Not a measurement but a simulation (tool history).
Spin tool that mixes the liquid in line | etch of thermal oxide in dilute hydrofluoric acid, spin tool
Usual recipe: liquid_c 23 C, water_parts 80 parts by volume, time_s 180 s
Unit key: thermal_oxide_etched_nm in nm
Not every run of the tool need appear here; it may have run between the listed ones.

run	hour	liquid_c	water_parts	time_s	wafers since the last listed run	hours since the thermometer was replaced	hours since the hydrofluoric acid flow meter was replaced	hours since the gauge calibration	read-back film thickness of the thermal oxide reference wafer, read on the same gauge (nm)	thermal_oxide_etched_nm
1	0	23	80	180	0	676.1	405.4	323.2	147.4	11.32
2	13.1	23	80	180	102	689.2	418.5	336.3	147.38	11.29
3	35.7	23	80	180	176	711.8	441.1	358.9	147.25	11.42
4	56.9	23	80	180	165	733	462.3	380.1	147.17	11.38
5	72.4	23	80	180	121	748.5	477.8	395.6	147.01	11.34
6	98.8	23	60	180	206	774.9	504.2	422	146.88	15.31
7	122.9	23	80	180	188	799	528.3	446.1	146.77	11.2
8	140.7	23	80	180	139	816.8	546.1	463.9	146.63	11.33
9	156.7	23	80	180	125	832.8	562.1	479.9	146.52	11.4
10	182.4	23	80	180	200	858.5	587.8	505.6	146.37	11.17
11	200.4	19.5	80	265	140	876.5	605.8	523.6	146.29	14.42
12	231.2	23	55	180	240	907.3	636.6	554.4	146.05	16.93
# hour 250.2: gauge calibrated
13	258.7	19	45	235	215	934.8	664.1	8.5	150.4	23.69
# hour 288.5: hydrofluoric acid flow meter replaced
14	289.9	23	80	180	236	966	1.4	39.7	150.25	11.45
15	302.2	23	80	180	96	978.3	13.7	52	150.15	11.64
# hour 317.3: thermometer replaced
16	322.4	23	80	180	150	5.1	33.9	72.2	150.04	11.52
17	355.9	23	80	215	261	38.6	67.4	105.7	149.83	13.65
18	457	26	60	220	790	139.7	168.5	206.8	149.22	21.69
19	492.2	23	80	180	275	174.9	203.7	242	149	11.5
20	509.7	25	80	235	136	192.4	221.2	259.5	148.88	16.17

Alternative continuations, all from the tool just after run 20; predict every row:
A	510.2	23	110	180	3	192.9	221.7	260	?	?
B	510.2	20	65	280	3	192.9	221.7	260	?	?
C	510.2	21.5	60	180	3	192.9	221.7	260	?	?
D	510.2	23	45	110	3	192.9	221.7	260	?	?
E	510.2	20.5	70	285	3	192.9	221.7	260	?	?

run	read-back film thickness of the thermal oxide reference wafer, read on the same gauge (nm)	thermal_oxide_etched_nm
A	148.87	8
B	148.87	19.64
C	148.87	14.65
D	148.87	12.95
E	148.87	18.84
Without the tool's unlogged condition, the same runs would have read:
run	thermal_oxide_etched_nm
A	8.06
B	19.79
C	14.76
D	13.05
E	18.99
